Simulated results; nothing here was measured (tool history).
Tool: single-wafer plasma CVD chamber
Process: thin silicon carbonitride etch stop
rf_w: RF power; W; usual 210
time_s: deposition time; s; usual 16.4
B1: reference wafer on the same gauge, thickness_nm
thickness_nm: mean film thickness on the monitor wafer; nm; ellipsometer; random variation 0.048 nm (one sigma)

{"run": 1, "hour": 0.0, "rf_w": 210, "time_s": 16.4, "B1": 8.472, "thickness_nm": 9.509}
{"run": 2, "hour": 40.5, "rf_w": 210, "time_s": 16.4, "B1": 8.449, "thickness_nm": 9.516}
{"run": 3, "hour": 128.7, "rf_w": 185, "time_s": 18.3, "B1": 8.472, "thickness_nm": 10.232}
{"run": 4, "hour": 183.5, "rf_w": 185, "time_s": 18.3, "B1": 8.464, "thickness_nm": 10.16}
{"run": 5, "hour": 236.6, "rf_w": 210, "time_s": 16.4, "B1": 8.476, "thickness_nm": 9.64}
{"run": 6, "hour": 342.4, "rf_w": 210, "time_s": 16.4, "B1": 8.477, "thickness_nm": 9.508}
{"run": 7, "hour": 449.3, "rf_w": 210, "time_s": 16.4, "B1": 8.481, "thickness_nm": 9.581}
{"run": 8, "hour": 490.3, "rf_w": 210, "time_s": 16.4, "B1": 8.477, "thickness_nm": 9.477}
{"run": 9, "hour": 596.4, "rf_w": 210, "time_s": 16.4, "B1": 8.47, "thickness_nm": 9.482}
{"run": 10, "hour": 663.9, "rf_w": 210, "time_s": 13.9, "B1": 8.483, "thickness_nm": 8.019}
{"run": 11, "hour": 732.5, "rf_w": 210, "time_s": 13.9, "B1": 8.483, "thickness_nm": 8.05}
{"hour": 804.6, "done": "thermocouple changed; heater temperature recalibrated"}
{"run": 12, "hour": 815.1, "rf_w": 210, "time_s": 13.9, "B1": 8.489, "thickness_nm": 7.943}
{"run": 13, "hour": 871.6, "rf_w": 195, "time_s": 17.7, "B1": 8.489, "thickness_nm": 9.916}
{"run": 14, "hour": 908.3, "rf_w": 225, "time_s": 16.4, "B1": 8.463, "thickness_nm": 9.714}
{"run": 15, "hour": 980.6, "rf_w": 210, "time_s": 16.4, "B1": 8.457, "thickness_nm": 9.404}
{"run": 16, "hour": 1031.0, "rf_w": 230, "time_s": 16.4, "B1": 8.46, "thickness_nm": 9.692}
{"hour": 1051.9, "done": "RF generator calibrated"}
{"run": 17, "hour": 1110.0, "rf_w": 210, "time_s": 16.4, "B1": 8.461, "thickness_nm": 9.674}
{"hour": 1173.0, "done": "gauge calibrated"}
{"hour": 1196.2, "done": "showerhead replaced, of another model than before"}
{"run": 18, "hour": 1216.2, "rf_w": 210, "time_s": 16.4, "B1": 8.478, "thickness_nm": 9.657}
{"run": 19, "hour": 1288.8, "rf_w": 195, "time_s": 17.9, "B1": 8.47, "thickness_nm": 9.989}
{"run": 20, "hour": 1347.3, "rf_w": 210, "time_s": 18.5, "B1": 8.479, "thickness_nm": 10.804}
{"run": 21, "hour": 1398.7, "rf_w": 210, "time_s": 15.3, "B1": 8.482, "thickness_nm": 8.896}
{"run": 22, "hour": 1458.2, "rf_w": 210, "time_s": 15.5, "B1": 8.461, "thickness_nm": 9.123}
{"run": 23, "hour": 1563.4, "rf_w": 210, "time_s": 16.4, "B1": 8.453, "thickness_nm": 9.643}
{"run": 24, "hour": 1624.3, "rf_w": 210, "time_s": 17.4, "B1": 8.49, "thickness_nm": 10.145}

Some steps in thickness_nm between neighbouring runs. How much of each would the tool show without its hidden state too (settings, what came in, random variation), and how much is left for the hidden state, with any gauge scatter that isn't in both results?
The hidden state here: wafer temperature above the value expected at the setpoint (K); delivered RF power above the setpoint (%); gauge reads high (%).
Run 12 -> 13: rf_w 210 -> 195, time_s 13.9 -> 17.7. thickness_nm +1.973 nm: hidden state -0.057, all else +2.030.
Run 16 -> 17: rf_w 230 -> 210, RF generator calibrated. thickness_nm -0.018 nm: hidden state +0.263, all else -0.281.
Run 20 -> 21: time_s 18.5 -> 15.3. thickness_nm -1.908 nm: hidden state -0.002, all else -1.906.

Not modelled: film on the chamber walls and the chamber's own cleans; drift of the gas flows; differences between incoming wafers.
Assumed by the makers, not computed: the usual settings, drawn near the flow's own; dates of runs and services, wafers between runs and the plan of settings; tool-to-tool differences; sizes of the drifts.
